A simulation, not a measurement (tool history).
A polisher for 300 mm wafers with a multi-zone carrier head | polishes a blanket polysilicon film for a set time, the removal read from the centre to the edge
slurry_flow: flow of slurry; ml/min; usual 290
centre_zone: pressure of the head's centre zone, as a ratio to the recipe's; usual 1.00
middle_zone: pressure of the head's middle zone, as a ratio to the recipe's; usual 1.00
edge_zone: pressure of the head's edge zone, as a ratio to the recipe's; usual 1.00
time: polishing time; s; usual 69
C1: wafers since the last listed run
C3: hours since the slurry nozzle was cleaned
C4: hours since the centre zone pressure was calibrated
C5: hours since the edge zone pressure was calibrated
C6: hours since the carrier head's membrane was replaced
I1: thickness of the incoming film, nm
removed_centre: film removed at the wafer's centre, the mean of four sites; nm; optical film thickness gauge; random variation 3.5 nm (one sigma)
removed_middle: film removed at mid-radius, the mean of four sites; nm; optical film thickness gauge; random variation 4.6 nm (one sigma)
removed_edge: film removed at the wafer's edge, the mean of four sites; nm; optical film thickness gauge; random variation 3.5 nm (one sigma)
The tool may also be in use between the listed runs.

Run 1, hour 0.0: usual settings but slurry_flow 355 ml/min, time 64 s; C1 0; wafers polished on this pad 1153; C3 468.1; C4 368.6; C5 1147.7; C6 1449.3; I1 1930.6. Result: removed_centre 287.6 nm, removed_middle 279.1 nm, removed_edge 281.4 nm.
At hour 15.0: worn pad replaced by a new one.
Run 2, hour 48.3: usual settings but slurry_flow 355 ml/min, time 64 s; C1 526; wafers polished on this pad 395; C3 516.4; C4 416.9; C5 1196.0; C6 1497.6; I1 1962.9. Result: removed_centre 302.1 nm, removed_middle 297.6 nm, removed_edge 299.3 nm.
Run 3, hour 56.0: usual settings; C1 91; wafers polished on this pad 486; C3 524.1; C4 424.6; C5 1203.7; C6 1505.3; I1 1922.4. Result: removed_centre 315.7 nm, removed_middle 303.0 nm, removed_edge 315.9 nm.
Run 4, hour 62.9: usual settings; C1 81; wafers polished on this pad 568; C3 531.0; C4 431.5; C5 1210.6; C6 1512.2; I1 1885.8. Result: removed_centre 314.8 nm, removed_middle 307.0 nm, removed_edge 315.1 nm.
At hour 84.1: carrier head's membrane replaced by a new one.
Run 5, hour 84.6: usual settings; C1 198; wafers polished on this pad 766; C3 552.7; C4 453.2; C5 1232.3; C6 0.5; I1 1889.0. Result: removed_centre 304.7 nm, removed_middle 304.9 nm, removed_edge 311.0 nm.
Run 6, hour 91.0: usual settings; C1 76; wafers polished on this pad 842; C3 559.1; C4 459.6; C5 1238.7; C6 6.9; I1 1893.4. Result: removed_centre 306.6 nm, removed_middle 306.6 nm, removed_edge 307.7 nm.
At hour 105.2: worn pad replaced by a new one.
Run 7, hour 105.7: usual settings; C1 127; wafers polished on this pad 5; C3 573.8; C4 474.3; C5 1253.4; C6 21.6; I1 1889.9. Result: removed_centre 323.3 nm, removed_middle 319.7 nm, removed_edge 316.8 nm.
Run 8, hour 140.4: usual settings but edge_zone 1.03; C1 412; wafers polished on this pad 417; C3 608.5; C4 509.0; C5 1288.1; C6 56.3; I1 1909.8. Result: removed_centre 312.2 nm, removed_middle 306.1 nm, removed_edge 323.7 nm.
Run 9, hour 173.2: usual settings but middle_zone 0.92, time 63 s; C1 389; wafers polished on this pad 807; C3 641.3; C4 541.8; C5 1320.9; C6 89.1; I1 1919.5. Result: removed_centre 278.5 nm, removed_middle 255.8 nm, removed_edge 279.7 nm.
At hour 182.7: slurry nozzle cleaned.
At hour 199.8: worn pad replaced by a new one.
Run 10, hour 216.4: usual settings but slurry_flow 320 ml/min, middle_zone 0.88, edge_zone 1.05; C1 453; wafers polished on this pad 197; C3 33.7; C4 585.0; C5 1364.1; C6 132.3; I1 1896.9. Result: removed_centre 328.6 nm, removed_middle 283.5 nm, removed_edge 330.1 nm.
At hour 228.0: edge zone pressure recalibrated.
Run 11, hour 233.9: usual settings but middle_zone 1.05; C1 184; wafers polished on this pad 381; C3 51.2; C4 602.5; C5 5.9; C6 149.8; I1 1929.5. Result: removed_centre 321.5 nm, removed_middle 317.5 nm, removed_edge 316.1 nm.
Run 12, hour 249.4: usual settings; C1 184; wafers polished on this pad 565; C3 66.7; C4 618.0; C5 21.4; C6 165.3; I1 1929.3. Result: removed_centre 317.2 nm, removed_middle 303.6 nm, removed_edge 306.1 nm.
At hour 260.1: centre zone pressure recalibrated.
Run 13, hour 263.4: usual settings but slurry_flow 330 ml/min; C1 142; wafers polished on this pad 707; C3 80.7; C4 3.3; C5 35.4; C6 179.3; I1 1936.8. Result: removed_centre 317.6 nm, removed_middle 308.1 nm, removed_edge 311.0 nm.
Run 14, hour 269.6: usual settings but middle_zone 0.90, time 50 s; C1 73; wafers polished on this pad 781; C3 86.9; C4 9.5; C5 41.6; C6 185.5; I1 1910.4. Result: removed_centre 221.8 nm, removed_middle 198.5 nm, removed_edge 225.5 nm.
Run 15, hour 275.8: usual settings but centre_zone 0.95, middle_zone 1.10, time 85 s; C1 73; wafers polished on this pad 855; C3 93.1; C4 15.7; C5 47.8; C6 191.7; I1 1915.3. Result: removed_centre 361.2 nm, removed_middle 410.2 nm, removed_edge 370.9 nm.
Run 16, hour 290.3: usual settings; C1 172; wafers polished on this pad 1027; C3 107.6; C4 30.2; C5 62.3; C6 206.2; I1 1922.0. Result: removed_centre 306.3 nm, removed_middle 296.1 nm, removed_edge 301.3 nm.
Run 17, hour 304.3: usual settings but slurry_flow 260 ml/min, centre_zone 1.06, middle_zone 0.92; C1 166; wafers polished on this pad 1193; C3 121.6; C4 44.2; C5 76.3; C6 220.2; I1 1922.3. Result: removed_centre 315.9 nm, removed_middle 272.7 nm, removed_edge 299.5 nm.
At hour 312.9: worn pad replaced by a new one.
Run 18, hour 313.4: usual settings; C1 60; wafers polished on this pad 6; C3 130.7; C4 53.3; C5 85.4; C6 229.3; I1 1916.1. Result: removed_centre 317.6 nm, removed_middle 322.6 nm, removed_edge 318.6 nm.
Run 19, hour 329.5: usual settings; C1 191; wafers polished on this pad 197; C3 146.8; C4 69.4; C5 101.5; C6 245.4; I1 1927.4. Result: removed_centre 325.5 nm, removed_middle 319.8 nm, removed_edge 318.0 nm.
Run 20, hour 336.5: usual settings but slurry_flow 345 ml/min, edge_zone 0.93; C1 83; wafers polished on this pad 280; C3 153.8; C4 76.4; C5 108.5; C6 252.4; I1 1920.6. Result: removed_centre 319.5 nm, removed_middle 323.0 nm, removed_edge 310.8 nm.
Run 21, hour 349.6: usual settings but slurry_flow 240 ml/min, middle_zone 0.93; C1 155; wafers polished on this pad 436; C3 166.9; C4 89.5; C5 121.6; C6 265.5; I1 1926.7. Result: removed_centre 308.2 nm, removed_middle 283.4 nm, removed_edge 315.2 nm.
Run 22, hour 364.1: usual settings; C1 172; wafers polished on this pad 608; C3 181.4; C4 104.0; C5 136.1; C6 280.0; I1 1893.8. Result: removed_centre 312.7 nm, removed_middle 305.4 nm, removed_edge 312.4 nm.

Below are 4 alternative next runs, each starting from the tool's condition after run 22. Predict each:
Run A, hour 364.5: usual settings; C1 4; wafers polished on this pad 613; C3 181.8; C4 104.4; C5 136.5; C6 280.4; I1 1903.0. Result: removed_centre ?, removed_middle ?, removed_edge ?.
Run B, hour 364.5: usual settings but slurry_flow 335 ml/min, time 91 s; C1 4; wafers polished on this pad 613; C3 181.8; C4 104.4; C5 136.5; C6 280.4; I1 1903.0. Result: removed_centre ?, removed_middle ?, removed_edge ?.
Run C, hour 364.5: usual settings but centre_zone 0.92, edge_zone 0.94, time 55 s; C1 4; wafers polished on this pad 613; C3 181.8; C4 104.4; C5 136.5; C6 280.4; I1 1903.0. Result: removed_centre ?, removed_middle ?, removed_edge ?.
Run D, hour 364.5: usual settings but slurry_flow 390 ml/min; C1 4; wafers polished on this pad 613; C3 181.8; C4 104.4; C5 136.5; C6 280.4; I1 1903.0. Result: removed_centre ?, removed_middle ?, removed_edge ?.

run  removed_centre  removed_middle  removed_edge
  A           313.2           309.9         310.6
  B           419.5           414.5         414.0
  C           231.4           247.1         240.4
  D           322.6           318.3         317.0
Stripped of hidden state, with their random variation kept, the same runs would have yielded:
run  removed_centre  removed_middle  removed_edge
  A           323.3           319.9         320.6
  B           433.1           427.9         427.4
  C           238.9           255.1         248.2
  D           333.0           328.6         327.3
